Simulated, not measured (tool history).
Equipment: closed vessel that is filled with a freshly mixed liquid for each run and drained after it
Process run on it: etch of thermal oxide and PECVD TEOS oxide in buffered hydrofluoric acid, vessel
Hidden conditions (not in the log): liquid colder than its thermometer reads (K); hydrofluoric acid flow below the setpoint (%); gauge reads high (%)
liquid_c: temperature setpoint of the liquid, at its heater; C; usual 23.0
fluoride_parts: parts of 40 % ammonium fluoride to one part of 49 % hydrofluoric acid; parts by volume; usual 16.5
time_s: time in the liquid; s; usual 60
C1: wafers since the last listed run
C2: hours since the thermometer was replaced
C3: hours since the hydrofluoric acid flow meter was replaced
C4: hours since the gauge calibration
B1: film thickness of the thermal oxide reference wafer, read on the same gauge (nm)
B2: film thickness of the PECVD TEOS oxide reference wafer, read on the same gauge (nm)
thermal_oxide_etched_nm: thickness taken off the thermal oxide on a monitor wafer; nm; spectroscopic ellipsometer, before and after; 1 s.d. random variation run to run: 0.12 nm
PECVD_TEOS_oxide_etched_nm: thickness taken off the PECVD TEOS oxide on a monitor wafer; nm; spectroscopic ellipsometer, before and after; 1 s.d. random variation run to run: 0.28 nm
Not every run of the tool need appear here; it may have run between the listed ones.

{"run": 1, "day": 0.0, "liquid_c": 25.5, "fluoride_parts": 16.5, "time_s": 60, "C1": 0, "C2": 2029.6, "C3": 924.6, "C4": 31.5, "B1": 80.04, "B2": 70.01, "thermal_oxide_etched_nm": 44.92, "PECVD_TEOS_oxide_etched_nm": 54.59}
{"run": 2, "day": 0.433, "liquid_c": 23.0, "fluoride_parts": 16.5, "time_s": 60, "C1": 837, "C2": 2040.0, "C3": 935.0, "C4": 41.9, "B1": 80.03, "B2": 69.98, "thermal_oxide_etched_nm": 38.95, "PECVD_TEOS_oxide_etched_nm": 47.62}
{"run": 3, "day": 1.175, "liquid_c": 23.0, "fluoride_parts": 16.5, "time_s": 60, "C1": 1433, "C2": 2057.8, "C3": 952.8, "C4": 59.7, "B1": 80.02, "B2": 69.98, "thermal_oxide_etched_nm": 38.81, "PECVD_TEOS_oxide_etched_nm": 47.8}
{"run": 4, "day": 1.483, "liquid_c": 23.0, "fluoride_parts": 16.5, "time_s": 60, "C1": 595, "C2": 2065.2, "C3": 960.2, "C4": 67.1, "B1": 80.0, "B2": 69.97, "thermal_oxide_etched_nm": 38.97, "PECVD_TEOS_oxide_etched_nm": 47.98}
{"run": 5, "day": 2.092, "liquid_c": 23.0, "fluoride_parts": 16.5, "time_s": 60, "C1": 1175, "C2": 2079.8, "C3": 974.8, "C4": 81.7, "B1": 79.97, "B2": 69.99, "thermal_oxide_etched_nm": 39.01, "PECVD_TEOS_oxide_etched_nm": 47.93}
{"run": 6, "day": 2.392, "liquid_c": 21.0, "fluoride_parts": 16.5, "time_s": 50, "C1": 579, "C2": 2087.0, "C3": 982.0, "C4": 88.9, "B1": 80.0, "B2": 70.0, "thermal_oxide_etched_nm": 28.89, "PECVD_TEOS_oxide_etched_nm": 36.22}
{"run": 7, "day": 3.046, "liquid_c": 21.0, "fluoride_parts": 16.5, "time_s": 50, "C1": 1264, "C2": 2102.7, "C3": 997.7, "C4": 104.6, "B1": 79.99, "B2": 70.02, "thermal_oxide_etched_nm": 28.9, "PECVD_TEOS_oxide_etched_nm": 36.04}
{"run": 8, "day": 3.692, "liquid_c": 21.0, "fluoride_parts": 16.5, "time_s": 50, "C1": 1248, "C2": 2118.2, "C3": 1013.2, "C4": 120.1, "B1": 79.99, "B2": 69.96, "thermal_oxide_etched_nm": 29.02, "PECVD_TEOS_oxide_etched_nm": 35.41}
{"run": 9, "day": 4.375, "liquid_c": 23.0, "fluoride_parts": 16.5, "time_s": 60, "C1": 1320, "C2": 2134.6, "C3": 1029.6, "C4": 136.5, "B1": 79.99, "B2": 69.97, "thermal_oxide_etched_nm": 38.9, "PECVD_TEOS_oxide_etched_nm": 47.65}
{"day": 4.717, "done": "gauge calibrated"}
{"run": 10, "day": 4.746, "liquid_c": 23.0, "fluoride_parts": 16.5, "time_s": 60, "C1": 716, "C2": 2143.5, "C3": 1038.5, "C4": 0.7, "B1": 79.99, "B2": 70.02, "thermal_oxide_etched_nm": 38.72, "PECVD_TEOS_oxide_etched_nm": 48.24}
{"day": 5.329, "done": "thermometer replaced"}
{"run": 11, "day": 5.412, "liquid_c": 23.0, "fluoride_parts": 22.5, "time_s": 40, "C1": 1207, "C2": 2.0, "C3": 1054.5, "C4": 16.7, "B1": 80.01, "B2": 69.95, "thermal_oxide_etched_nm": 19.78, "PECVD_TEOS_oxide_etched_nm": 24.11}
{"run": 12, "day": 6.058, "liquid_c": 24.5, "fluoride_parts": 16.5, "time_s": 75, "C1": 1248, "C2": 17.5, "C3": 1070.0, "C4": 32.2, "B1": 80.03, "B2": 70.03, "thermal_oxide_etched_nm": 52.92, "PECVD_TEOS_oxide_etched_nm": 64.71}
{"run": 13, "day": 6.392, "liquid_c": 23.0, "fluoride_parts": 16.5, "time_s": 60, "C1": 644, "C2": 25.5, "C3": 1078.0, "C4": 40.2, "B1": 80.01, "B2": 69.98, "thermal_oxide_etched_nm": 38.77, "PECVD_TEOS_oxide_etched_nm": 47.56}
{"run": 14, "day": 7.021, "liquid_c": 20.5, "fluoride_parts": 16.5, "time_s": 85, "C1": 1215, "C2": 40.6, "C3": 1093.1, "C4": 55.3, "B1": 79.99, "B2": 70.04, "thermal_oxide_etched_nm": 47.99, "PECVD_TEOS_oxide_etched_nm": 59.81}
{"run": 15, "day": 7.621, "liquid_c": 27.5, "fluoride_parts": 16.5, "time_s": 40, "C1": 1159, "C2": 55.0, "C3": 1107.5, "C4": 69.7, "B1": 79.98, "B2": 70.03, "thermal_oxide_etched_nm": 33.05, "PECVD_TEOS_oxide_etched_nm": 41.25}
{"day": 7.783, "done": "hydrofluoric acid flow meter replaced"}
{"run": 16, "day": 7.938, "liquid_c": 23.0, "fluoride_parts": 16.5, "time_s": 85, "C1": 531, "C2": 62.6, "C3": 3.7, "C4": 77.3, "B1": 79.96, "B2": 69.98, "thermal_oxide_etched_nm": 55.33, "PECVD_TEOS_oxide_etched_nm": 67.78}
{"run": 17, "day": 8.617, "liquid_c": 23.0, "fluoride_parts": 16.5, "time_s": 60, "C1": 1312, "C2": 78.9, "C3": 20.0, "C4": 93.6, "B1": 80.0, "B2": 69.98, "thermal_oxide_etched_nm": 38.92, "PECVD_TEOS_oxide_etched_nm": 48.09}
{"run": 18, "day": 9.104, "liquid_c": 24.5, "fluoride_parts": 21.0, "time_s": 40, "C1": 942, "C2": 90.6, "C3": 31.7, "C4": 105.3, "B1": 80.02, "B2": 70.01, "thermal_oxide_etched_nm": 22.42, "PECVD_TEOS_oxide_etched_nm": 27.52}
{"run": 19, "day": 9.771, "liquid_c": 23.0, "fluoride_parts": 16.5, "time_s": 60, "C1": 1288, "C2": 106.6, "C3": 47.7, "C4": 121.3, "B1": 79.98, "B2": 70.01, "thermal_oxide_etched_nm": 39.0, "PECVD_TEOS_oxide_etched_nm": 48.15}

What will run 20 give?
{"run": 20, "day": 10.142, "liquid_c": 27.0, "fluoride_parts": 22.0, "time_s": 85, "C1": 716, "C2": 115.5, "C3": 56.6, "C4": 130.2, "B1": "?", "B2": "?", "thermal_oxide_etched_nm": "?", "PECVD_TEOS_oxide_etched_nm": "?"}

Run 20 gave B1 79.99, B2 69.95, thermal_oxide_etched_nm 53.22 nm, PECVD_TEOS_oxide_etched_nm 65.03 nm.
With the hidden condition absent and the run-to-run variation left alone, this run would have shown thermal_oxide_etched_nm 53.22 nm, PECVD_TEOS_oxide_etched_nm 65.03 nm.
